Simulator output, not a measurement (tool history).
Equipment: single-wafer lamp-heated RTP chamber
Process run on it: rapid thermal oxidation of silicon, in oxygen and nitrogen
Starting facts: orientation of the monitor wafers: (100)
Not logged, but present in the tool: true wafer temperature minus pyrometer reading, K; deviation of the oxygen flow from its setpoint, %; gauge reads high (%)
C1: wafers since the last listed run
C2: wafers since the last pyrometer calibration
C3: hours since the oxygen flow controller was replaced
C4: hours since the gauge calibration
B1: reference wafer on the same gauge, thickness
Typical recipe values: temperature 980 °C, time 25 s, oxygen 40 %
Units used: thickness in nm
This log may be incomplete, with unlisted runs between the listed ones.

{"run": 1, "hour": 0.0, "temperature": 980, "time": 33, "oxygen": 40, "C1": 0, "C2": 2511, "C3": 2294.9, "C4": 43.5, "B1": 3.401, "thickness": 3.23}
{"hour": 8.2, "done": "pyrometer window cleaned and pyrometer calibrated"}
{"run": 2, "hour": 18.3, "temperature": 980, "time": 33, "oxygen": 40, "C1": 106, "C2": 104, "C3": 2313.2, "C4": 61.8, "B1": 3.399, "thickness": 3.19}
{"run": 3, "hour": 40.4, "temperature": 980, "time": 33, "oxygen": 40, "C1": 228, "C2": 333, "C3": 2335.3, "C4": 83.9, "B1": 3.4, "thickness": 3.207}
{"run": 4, "hour": 70.9, "temperature": 960, "time": 25, "oxygen": 40, "C1": 315, "C2": 648, "C3": 2365.8, "C4": 114.4, "B1": 3.399, "thickness": 2.71}
{"run": 5, "hour": 91.3, "temperature": 960, "time": 25, "oxygen": 40, "C1": 211, "C2": 859, "C3": 2386.2, "C4": 134.8, "B1": 3.4, "thickness": 2.716}
{"run": 6, "hour": 125.3, "temperature": 960, "time": 25, "oxygen": 40, "C1": 351, "C2": 1211, "C3": 2420.2, "C4": 168.8, "B1": 3.4, "thickness": 2.723}
{"run": 7, "hour": 154.1, "temperature": 988, "time": 25, "oxygen": 40, "C1": 298, "C2": 1509, "C3": 2449.0, "C4": 197.6, "B1": 3.4, "thickness": 3.076}
{"run": 8, "hour": 170.1, "temperature": 988, "time": 25, "oxygen": 40, "C1": 165, "C2": 1675, "C3": 2465.0, "C4": 213.6, "B1": 3.399, "thickness": 3.084}
{"run": 9, "hour": 184.1, "temperature": 988, "time": 25, "oxygen": 40, "C1": 144, "C2": 1820, "C3": 2479.0, "C4": 227.6, "B1": 3.4, "thickness": 3.083}
{"run": 10, "hour": 210.7, "temperature": 980, "time": 25, "oxygen": 40, "C1": 275, "C2": 2095, "C3": 2505.6, "C4": 254.2, "B1": 3.401, "thickness": 2.963}
{"run": 11, "hour": 227.7, "temperature": 980, "time": 25, "oxygen": 40, "C1": 175, "C2": 2271, "C3": 2522.6, "C4": 271.2, "B1": 3.4, "thickness": 2.97}
{"run": 12, "hour": 244.9, "temperature": 980, "time": 25, "oxygen": 40, "C1": 178, "C2": 2449, "C3": 2539.8, "C4": 288.4, "B1": 3.401, "thickness": 2.966}
{"run": 13, "hour": 273.2, "temperature": 980, "time": 25, "oxygen": 40, "C1": 292, "C2": 2742, "C3": 2568.1, "C4": 316.7, "B1": 3.4, "thickness": 2.971}
{"run": 14, "hour": 285.7, "temperature": 994, "time": 25, "oxygen": 40, "C1": 129, "C2": 2872, "C3": 2580.6, "C4": 329.2, "B1": 3.399, "thickness": 3.184}
{"run": 15, "hour": 300.5, "temperature": 994, "time": 25, "oxygen": 40, "C1": 153, "C2": 3025, "C3": 2595.4, "C4": 344.0, "B1": 3.4, "thickness": 3.18}
{"hour": 327.9, "done": "pyrometer window cleaned and pyrometer calibrated"}
{"run": 16, "hour": 333.2, "temperature": 994, "time": 25, "oxygen": 40, "C1": 255, "C2": 54, "C3": 2628.1, "C4": 376.7, "B1": 3.4, "thickness": 3.152}
{"run": 17, "hour": 349.4, "temperature": 962, "time": 25, "oxygen": 40, "C1": 167, "C2": 222, "C3": 2644.3, "C4": 392.9, "B1": 3.399, "thickness": 2.727}
{"run": 18, "hour": 370.4, "temperature": 980, "time": 17, "oxygen": 40, "C1": 217, "C2": 439, "C3": 2665.3, "C4": 413.9, "B1": 3.4, "thickness": 2.677}
{"hour": 386.4, "done": "oxygen flow controller replaced"}
{"run": 19, "hour": 403.2, "temperature": 995, "time": 20, "oxygen": 40, "C1": 256, "C2": 696, "C3": 16.8, "C4": 446.7, "B1": 3.399, "thickness": 2.968}
{"run": 20, "hour": 433.3, "temperature": 980, "time": 25, "oxygen": 40, "C1": 311, "C2": 1008, "C3": 46.9, "C4": 476.8, "B1": 3.4, "thickness": 2.952}
{"run": 21, "hour": 449.9, "temperature": 980, "time": 25, "oxygen": 40, "C1": 171, "C2": 1179, "C3": 63.5, "C4": 493.4, "B1": 3.4, "thickness": 2.957}
{"run": 22, "hour": 472.2, "temperature": 1002, "time": 13, "oxygen": 22, "C1": 230, "C2": 1410, "C3": 85.8, "C4": 515.7, "B1": 3.401, "thickness": 2.48}
{"run": 23, "hour": 487.4, "temperature": 980, "time": 36, "oxygen": 40, "C1": 157, "C2": 1568, "C3": 101.0, "C4": 530.9, "B1": 3.401, "thickness": 3.315}
{"run": 24, "hour": 521.6, "temperature": 980, "time": 25, "oxygen": 40, "C1": 353, "C2": 1922, "C3": 135.2, "C4": 565.1, "B1": 3.4, "thickness": 2.971}
{"hour": 526.8, "done": "gauge calibrated"}
{"run": 25, "hour": 546.7, "temperature": 963, "time": 35, "oxygen": 31, "C1": 259, "C2": 2181, "C3": 160.3, "C4": 19.9, "B1": 3.399, "thickness": 2.873}
{"run": 26, "hour": 567.1, "temperature": 980, "time": 34, "oxygen": 18, "C1": 211, "C2": 2393, "C3": 180.7, "C4": 40.3, "B1": 3.401, "thickness": 2.772}
{"run": 27, "hour": 597.7, "temperature": 1006, "time": 21, "oxygen": 40, "C1": 316, "C2": 2709, "C3": 211.3, "C4": 70.9, "B1": 3.401, "thickness": 3.203}
{"run": 28, "hour": 618.8, "temperature": 959, "time": 33, "oxygen": 40, "C1": 218, "C2": 2928, "C3": 232.4, "C4": 92.0, "B1": 3.401, "thickness": 2.914}
{"hour": 635.9, "done": "pyrometer window cleaned and pyrometer calibrated"}
{"run": 29, "hour": 637.1, "temperature": 980, "time": 16, "oxygen": 40, "C1": 106, "C2": 12, "C3": 250.7, "C4": 110.3, "B1": 3.4, "thickness": 2.62}
{"run": 30, "hour": 670.5, "temperature": 952, "time": 14, "oxygen": 27, "C1": 345, "C2": 358, "C3": 284.1, "C4": 143.7, "B1": 3.399, "thickness": 2.267}
{"run": 31, "hour": 701.2, "temperature": 980, "time": 25, "oxygen": 63, "C1": 317, "C2": 676, "C3": 314.8, "C4": 174.4, "B1": 3.399, "thickness": 3.279}
{"run": 32, "hour": 721.8, "temperature": 980, "time": 25, "oxygen": 40, "C1": 213, "C2": 889, "C3": 335.4, "C4": 195.0, "B1": 3.4, "thickness": 2.954}
{"run": 33, "hour": 750.7, "temperature": 1003, "time": 25, "oxygen": 40, "C1": 299, "C2": 1188, "C3": 364.3, "C4": 223.9, "B1": 3.4, "thickness": 3.33}
{"run": 34, "hour": 769.9, "temperature": 1008, "time": 29, "oxygen": 66, "C1": 198, "C2": 1387, "C3": 383.5, "C4": 243.1, "B1": 3.4, "thickness": 4.202}
{"run": 35, "hour": 801.4, "temperature": 980, "time": 36, "oxygen": 59, "C1": 326, "C2": 1713, "C3": 415.0, "C4": 274.6, "B1": 3.401, "thickness": 3.684}

Consider 4 possible next runs. They are alternatives, not a sequence: every one starts from the tool as it was left by run 35. What does each give?
{"run": "A", "hour": 801.8, "temperature": 951, "time": 25, "oxygen": 40, "C1": 4, "C2": 1717, "C3": 415.4, "C4": 275.0, "B1": "?", "thickness": "?"}
{"run": "B", "hour": 801.8, "temperature": 999, "time": 35, "oxygen": 62, "C1": 4, "C2": 1717, "C3": 415.4, "C4": 275.0, "B1": "?", "thickness": "?"}
{"run": "C", "hour": 801.8, "temperature": 980, "time": 25, "oxygen": 48, "C1": 4, "C2": 1717, "C3": 415.4, "C4": 275.0, "B1": "?", "thickness": "?"}
{"run": "D", "hour": 801.8, "temperature": 962, "time": 13, "oxygen": 51, "C1": 4, "C2": 1717, "C3": 415.4, "C4": 275.0, "B1": "?", "thickness": "?"}

run=A B1=3.401 thickness=2.632
run=B B1=3.401 thickness=4.175
run=C B1=3.401 thickness=3.085
run=D B1=3.401 thickness=2.458
Take away the tool's hidden state, keep each run's random variation, and the runs would have read:
run=A thickness=2.613
run=B thickness=4.119
run=C thickness=3.053
run=D thickness=2.442
